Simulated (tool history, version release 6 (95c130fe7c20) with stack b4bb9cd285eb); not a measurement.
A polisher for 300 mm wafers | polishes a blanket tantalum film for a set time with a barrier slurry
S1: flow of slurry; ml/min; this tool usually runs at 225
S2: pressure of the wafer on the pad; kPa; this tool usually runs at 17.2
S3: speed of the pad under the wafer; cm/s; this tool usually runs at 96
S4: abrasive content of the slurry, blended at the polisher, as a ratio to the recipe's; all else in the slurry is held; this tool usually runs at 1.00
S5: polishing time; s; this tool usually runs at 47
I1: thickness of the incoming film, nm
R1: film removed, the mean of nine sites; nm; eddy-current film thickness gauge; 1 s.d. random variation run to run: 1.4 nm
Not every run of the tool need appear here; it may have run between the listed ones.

{"run": 1, "hour": 0.0, "S1": 225, "S2": 17.2, "S3": 82, "S4": 1.1, "S5": 47, "I1": 439.8, "R1": 76.1}
{"run": 2, "hour": 68.7, "S1": 225, "S2": 17.2, "S3": 78, "S4": 1.0, "S5": 36, "I1": 436.8, "R1": 52.9}
{"run": 3, "hour": 123.7, "S1": 225, "S2": 17.2, "S3": 78, "S4": 1.0, "S5": 36, "I1": 443.9, "R1": 51.8}
{"run": 4, "hour": 192.3, "S1": 225, "S2": 18.6, "S3": 96, "S4": 1.0, "S5": 47, "I1": 439.0, "R1": 93.6}
{"run": 5, "hour": 273.7, "S1": 225, "S2": 18.6, "S3": 96, "S4": 1.0, "S5": 47, "I1": 434.6, "R1": 91.8}
{"run": 6, "hour": 316.3, "S1": 225, "S2": 18.6, "S3": 96, "S4": 1.0, "S5": 47, "I1": 449.3, "R1": 91.3}
{"run": 7, "hour": 415.9, "S1": 225, "S2": 17.2, "S3": 96, "S4": 1.0, "S5": 47, "I1": 437.2, "R1": 82.0}
{"run": 8, "hour": 481.6, "S1": 225, "S2": 17.2, "S3": 96, "S4": 1.0, "S5": 47, "I1": 436.5, "R1": 88.9}
{"run": 9, "hour": 552.0, "S1": 260, "S2": 17.2, "S3": 96, "S4": 1.0, "S5": 47, "I1": 446.1, "R1": 85.6}
{"run": 10, "hour": 577.7, "S1": 260, "S2": 17.2, "S3": 96, "S4": 1.0, "S5": 47, "I1": 442.2, "R1": 88.1}
{"run": 11, "hour": 643.3, "S1": 225, "S2": 15.2, "S3": 96, "S4": 0.85, "S5": 47, "I1": 437.0, "R1": 71.2}
{"run": 12, "hour": 721.9, "S1": 225, "S2": 17.2, "S3": 124, "S4": 1.0, "S5": 38, "I1": 439.2, "R1": 89.5}
{"run": 13, "hour": 775.7, "S1": 225, "S2": 17.2, "S3": 106, "S4": 0.9, "S5": 52, "I1": 445.7, "R1": 101.7}
{"run": 14, "hour": 811.6, "S1": 295, "S2": 23.4, "S3": 126, "S4": 1.15, "S5": 47, "I1": 438.6, "R1": 152.0}
{"run": 15, "hour": 871.9, "S1": 225, "S2": 17.2, "S3": 110, "S4": 1.0, "S5": 47, "I1": 441.2, "R1": 96.6}
{"run": 16, "hour": 903.9, "S1": 225, "S2": 17.2, "S3": 96, "S4": 1.0, "S5": 47, "I1": 447.9, "R1": 83.2}
{"run": 17, "hour": 966.6, "S1": 200, "S2": 17.2, "S3": 78, "S4": 1.0, "S5": 47, "I1": 440.6, "R1": 70.4}
{"run": 18, "hour": 1030.4, "S1": 225, "S2": 14.5, "S3": 96, "S4": 1.2, "S5": 47, "I1": 436.7, "R1": 76.9}
{"run": 19, "hour": 1086.7, "S1": 225, "S2": 17.2, "S3": 96, "S4": 0.85, "S5": 47, "I1": 445.0, "R1": 75.9}
{"run": 20, "hour": 1248.7, "S1": 200, "S2": 17.2, "S3": 78, "S4": 1.0, "S5": 47, "I1": 437.5, "R1": 70.0}

Taken out of this log: 12 entries between the listed runs. Where each belongs, and how the hidden state differs across it:
Run 1 -> run 2: slurry blender recalibrated (hour 56.9)
  removal rate lost through wear of the pad, %: 6.29 -> 8.11
  the result without the hidden state subtracted from the measured one, R1: -5.1 -> -4.7 nm
Run 3 -> run 4: worn pad replaced by a new one (hour 181.7)
  removal rate lost through wear of the pad, %: 8.79 -> 1.77
  the result without the hidden state subtracted from the measured one, R1: -5.0 -> -1.7 nm
Run 6 -> run 7: head pressure recalibrated (hour 369.9)
  removal rate lost through wear of the pad, %: 7.49 -> 8.65
  the result without the hidden state subtracted from the measured one, R1: -7.4 -> -7.8 nm
Run 7 -> run 8: worn pad replaced by a new one (hour 453.8)
  removal rate lost through wear of the pad, %: 8.65 -> 2.83
  the result without the hidden state subtracted from the measured one, R1: -7.8 -> -2.6 nm
Run 8 -> run 9: slurry blender recalibrated (hour 495.3)
  removal rate lost through wear of the pad, %: 2.83 -> 6.26
  the result without the hidden state subtracted from the measured one, R1: -2.6 -> -5.7 nm
Run 11 -> run 12: worn pad replaced by a new one (hour 679.4)
  removal rate lost through wear of the pad, %: 7.98 -> 4.25
  the result without the hidden state subtracted from the measured one, R1: -6.2 -> -4.0 nm
Run 12 -> run 13: slurry nozzle cleaned (hour 754.9)
  removal rate lost through wear of the pad, %: 4.25 -> 6.65
  the result without the hidden state subtracted from the measured one, R1: -4.0 -> -7.2 nm
Run 15 -> run 16: head pressure recalibrated (hour 879.5); slurry blender recalibrated (hour 898.6)
  removal rate lost through wear of the pad, %: 8.46 -> 8.72
  the result without the hidden state subtracted from the measured one, R1: -8.9 -> -7.9 nm
Run 16 -> run 17: worn pad replaced by a new one (hour 927.9)
  removal rate lost through wear of the pad, %: 8.72 -> 4.36
  the result without the hidden state subtracted from the measured one, R1: -7.9 -> -3.3 nm
Run 19 -> run 20: worn pad replaced by a new one (hour 1155.7); slurry blender recalibrated (hour 1230.6)
  removal rate lost through wear of the pad, %: 8.39 -> 6.41
  the result without the hidden state subtracted from the measured one, R1: -6.9 -> -4.8 nm

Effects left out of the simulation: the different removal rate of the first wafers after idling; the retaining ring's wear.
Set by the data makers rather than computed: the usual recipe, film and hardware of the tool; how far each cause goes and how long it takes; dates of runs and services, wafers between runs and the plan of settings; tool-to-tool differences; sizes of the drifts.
